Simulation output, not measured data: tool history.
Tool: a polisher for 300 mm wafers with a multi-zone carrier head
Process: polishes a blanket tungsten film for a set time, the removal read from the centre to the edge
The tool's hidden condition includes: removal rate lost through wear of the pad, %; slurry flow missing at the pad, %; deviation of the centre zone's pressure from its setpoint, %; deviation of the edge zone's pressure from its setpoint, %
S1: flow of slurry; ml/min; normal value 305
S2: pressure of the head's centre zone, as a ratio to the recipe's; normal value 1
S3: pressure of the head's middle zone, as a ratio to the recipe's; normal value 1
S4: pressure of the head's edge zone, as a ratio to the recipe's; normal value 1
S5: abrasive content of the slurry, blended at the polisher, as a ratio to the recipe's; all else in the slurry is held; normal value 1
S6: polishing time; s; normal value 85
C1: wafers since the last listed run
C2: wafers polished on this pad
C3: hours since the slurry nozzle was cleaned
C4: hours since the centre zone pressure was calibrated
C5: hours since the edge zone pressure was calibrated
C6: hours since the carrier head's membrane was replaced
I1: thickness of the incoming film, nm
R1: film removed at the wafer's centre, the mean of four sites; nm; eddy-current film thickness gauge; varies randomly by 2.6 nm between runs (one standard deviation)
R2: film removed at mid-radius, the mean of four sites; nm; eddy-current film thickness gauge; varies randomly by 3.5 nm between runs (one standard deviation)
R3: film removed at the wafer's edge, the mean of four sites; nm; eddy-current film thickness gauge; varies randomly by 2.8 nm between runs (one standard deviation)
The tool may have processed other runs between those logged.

{"run": 1, "hour": 0.0, "S1": 305, "S2": 1, "S3": 1, "S4": 1, "S5": 1, "S6": 85, "C1": 0, "C2": 1206, "C3": 428.7, "C4": 555.2, "C5": 883.1, "C6": 1409.2, "I1": 1264.7, "R1": 401.4, "R2": 387.4, "R3": 403.8}
{"run": 2, "hour": 67.2, "S1": 305, "S2": 1, "S3": 1, "S4": 1, "S5": 1, "S6": 94, "C1": 658, "C2": 1864, "C3": 495.9, "C4": 622.4, "C5": 950.3, "C6": 1476.4, "I1": 1260.5, "R1": 441.6, "R2": 431.7, "R3": 444.7}
{"run": 3, "hour": 137.9, "S1": 280, "S2": 1, "S3": 1, "S4": 0.91, "S5": 1, "S6": 85, "C1": 692, "C2": 2556, "C3": 566.6, "C4": 693.1, "C5": 1021, "C6": 1547.1, "I1": 1229.3, "R1": 394.8, "R2": 385.6, "R3": 389.1}
{"hour": 173.0, "done": "worn pad replaced by a new one"}
{"run": 4, "hour": 188.4, "S1": 305, "S2": 1, "S3": 1.06, "S4": 1, "S5": 1, "S6": 85, "C1": 455, "C2": 151, "C3": 617.1, "C4": 743.6, "C5": 1071.5, "C6": 1597.6, "I1": 1242.5, "R1": 396.5, "R2": 407.6, "R3": 397.7}
{"hour": 209.8, "done": "slurry nozzle cleaned"}
{"run": 5, "hour": 274.8, "S1": 375, "S2": 1, "S3": 1, "S4": 0.96, "S5": 1, "S6": 85, "C1": 836, "C2": 987, "C3": 65, "C4": 830, "C5": 1157.9, "C6": 1684, "I1": 1223.5, "R1": 411, "R2": 408.1, "R3": 411.1}
{"run": 6, "hour": 299.7, "S1": 210, "S2": 1, "S3": 1, "S4": 1, "S5": 1.3, "S6": 60, "C1": 243, "C2": 1231, "C3": 89.9, "C4": 854.9, "C5": 1182.8, "C6": 1708.9, "I1": 1255.6, "R1": 290.7, "R2": 282.4, "R3": 300.1}
{"run": 7, "hour": 348.7, "S1": 305, "S2": 1.07, "S3": 0.94, "S4": 1, "S5": 1, "S6": 85, "C1": 479, "C2": 1711, "C3": 138.9, "C4": 903.9, "C5": 1231.8, "C6": 1757.9, "I1": 1243.8, "R1": 435.8, "R2": 378.2, "R3": 409.8}
{"hour": 362.7, "done": "edge zone pressure recalibrated"}
{"run": 8, "hour": 417.6, "S1": 305, "S2": 0.96, "S3": 0.95, "S4": 1, "S5": 0.75, "S6": 98, "C1": 655, "C2": 2366, "C3": 207.8, "C4": 972.8, "C5": 54.9, "C6": 1826.8, "I1": 1240.5, "R1": 419.6, "R2": 415.8, "R3": 438.1}
{"run": 9, "hour": 442.0, "S1": 240, "S2": 0.93, "S3": 0.9, "S4": 1.05, "S5": 1, "S6": 85, "C1": 238, "C2": 2605, "C3": 232.2, "C4": 997.2, "C5": 79.3, "C6": 1851.2, "I1": 1237.1, "R1": 363.8, "R2": 343.6, "R3": 408.4}
{"hour": 453.6, "done": "worn pad replaced by a new one"}
{"run": 10, "hour": 479.5, "S1": 305, "S2": 1, "S3": 1, "S4": 1.06, "S5": 0.85, "S6": 85, "C1": 328, "C2": 254, "C3": 269.7, "C4": 1034.7, "C5": 116.8, "C6": 1888.7, "I1": 1239.7, "R1": 392.9, "R2": 373.6, "R3": 403.9}
{"hour": 522.4, "done": "centre zone pressure recalibrated"}
{"hour": 524.5, "done": "carrier head's membrane replaced by a new one"}
{"run": 11, "hour": 530.3, "S1": 305, "S2": 1, "S3": 0.88, "S4": 1.05, "S5": 0.75, "S6": 100, "C1": 456, "C2": 710, "C3": 320.5, "C4": 7.9, "C5": 167.6, "C6": 5.8, "I1": 1253.2, "R1": 440.8, "R2": 387, "R3": 464.5}
{"run": 12, "hour": 557.8, "S1": 220, "S2": 0.88, "S3": 1, "S4": 0.95, "S5": 0.9, "S6": 85, "C1": 269, "C2": 980, "C3": 348, "C4": 35.4, "C5": 195.1, "C6": 33.3, "I1": 1239, "R1": 330.5, "R2": 367.9, "R3": 379}
{"run": 13, "hour": 587.1, "S1": 305, "S2": 1, "S3": 1, "S4": 1, "S5": 1, "S6": 85, "C1": 286, "C2": 1267, "C3": 377.3, "C4": 64.7, "C5": 224.4, "C6": 62.6, "I1": 1239.5, "R1": 399, "R2": 393.6, "R3": 402.3}
{"run": 14, "hour": 620.8, "S1": 305, "S2": 1, "S3": 1.1, "S4": 1.07, "S5": 1, "S6": 85, "C1": 330, "C2": 1597, "C3": 411, "C4": 98.4, "C5": 258.1, "C6": 96.3, "I1": 1252, "R1": 398.7, "R2": 424.4, "R3": 414.9}
{"run": 15, "hour": 682.4, "S1": 305, "S2": 1, "S3": 1, "S4": 0.96, "S5": 1, "S6": 85, "C1": 603, "C2": 2200, "C3": 472.6, "C4": 160, "C5": 319.7, "C6": 157.9, "I1": 1220.5, "R1": 397.3, "R2": 384, "R3": 398.2}
{"run": 16, "hour": 718.1, "S1": 305, "S2": 0.95, "S3": 1.07, "S4": 0.92, "S5": 1, "S6": 74, "C1": 349, "C2": 2550, "C3": 508.3, "C4": 195.7, "C5": 355.4, "C6": 193.6, "I1": 1253, "R1": 327.5, "R2": 363.2, "R3": 341.3}
{"run": 17, "hour": 773.2, "S1": 395, "S2": 0.89, "S3": 1, "S4": 0.94, "S5": 1, "S6": 105, "C1": 539, "C2": 3089, "C3": 563.4, "C4": 250.8, "C5": 410.5, "C6": 248.7, "I1": 1261, "R1": 444.4, "R2": 492.8, "R3": 497.4}
{"hour": 785.6, "done": "worn pad replaced by a new one"}
{"hour": 795.5, "done": "slurry nozzle cleaned"}
{"run": 18, "hour": 820.5, "S1": 305, "S2": 1, "S3": 1, "S4": 1, "S5": 1, "S6": 85, "C1": 414, "C2": 332, "C3": 25, "C4": 298.1, "C5": 457.8, "C6": 296, "I1": 1238, "R1": 411.4, "R2": 397.7, "R3": 413.3}
{"run": 19, "hour": 876.4, "S1": 380, "S2": 1, "S3": 1, "S4": 0.93, "S5": 1, "S6": 100, "C1": 547, "C2": 879, "C3": 80.9, "C4": 354, "C5": 513.7, "C6": 351.9, "I1": 1240, "R1": 488, "R2": 479, "R3": 475.9}
{"run": 20, "hour": 902.7, "S1": 305, "S2": 1, "S3": 1, "S4": 1, "S5": 1, "S6": 85, "C1": 257, "C2": 1137, "C3": 107.2, "C4": 380.3, "C5": 540, "C6": 378.2, "I1": 1221.2, "R1": 403.7, "R2": 398.2, "R3": 412.1}
{"run": 21, "hour": 956.2, "S1": 305, "S2": 1, "S3": 0.95, "S4": 1, "S5": 1, "S6": 85, "C1": 523, "C2": 1661, "C3": 160.7, "C4": 433.8, "C5": 593.5, "C6": 431.7, "I1": 1252, "R1": 407, "R2": 384.8, "R3": 409.8}

What if the next run were any one of these 4? Each begins from the tool's condition after run 21:
{"run": "A", "hour": 956.7, "S1": 305, "S2": 1, "S3": 1, "S4": 1, "S5": 1, "S6": 85, "C1": 4, "C2": 1666, "C3": 161.2, "C4": 434.3, "C5": 594, "C6": 432.2, "I1": 1225.8, "R1": "?", "R2": "?", "R3": "?"}
{"run": "B", "hour": 956.7, "S1": 305, "S2": 1, "S3": 1, "S4": 1, "S5": 1, "S6": 104, "C1": 4, "C2": 1666, "C3": 161.2, "C4": 434.3, "C5": 594, "C6": 432.2, "I1": 1225.8, "R1": "?", "R2": "?", "R3": "?"}
{"run": "C", "hour": 956.7, "S1": 305, "S2": 0.96, "S3": 0.9, "S4": 1, "S5": 1.2, "S6": 94, "C1": 4, "C2": 1666, "C3": 161.2, "C4": 434.3, "C5": 594, "C6": 432.2, "I1": 1225.8, "R1": "?", "R2": "?", "R3": "?"}
{"run": "D", "hour": 956.7, "S1": 240, "S2": 0.96, "S3": 1, "S4": 1, "S5": 1, "S6": 98, "C1": 4, "C2": 1666, "C3": 161.2, "C4": 434.3, "C5": 594, "C6": 432.2, "I1": 1225.8, "R1": "?", "R2": "?", "R3": "?"}

run=A R1=406 R2=402 R3=405.6
run=B R1=496.8 R2=491.8 R3=496.3
run=C R1=448.6 R2=424.1 R3=467.9
run=D R1=437.3 R2=452.5 R3=459.2
With no hidden state in the tool, these same runs would have given:
run=A R1=409.7 R2=405.3 R3=408.1
run=B R1=501.3 R2=495.9 R3=499.4
run=C R1=452.7 R2=427.6 R3=470.9
run=D R1=442.2 R2=457.1 R3=462.7

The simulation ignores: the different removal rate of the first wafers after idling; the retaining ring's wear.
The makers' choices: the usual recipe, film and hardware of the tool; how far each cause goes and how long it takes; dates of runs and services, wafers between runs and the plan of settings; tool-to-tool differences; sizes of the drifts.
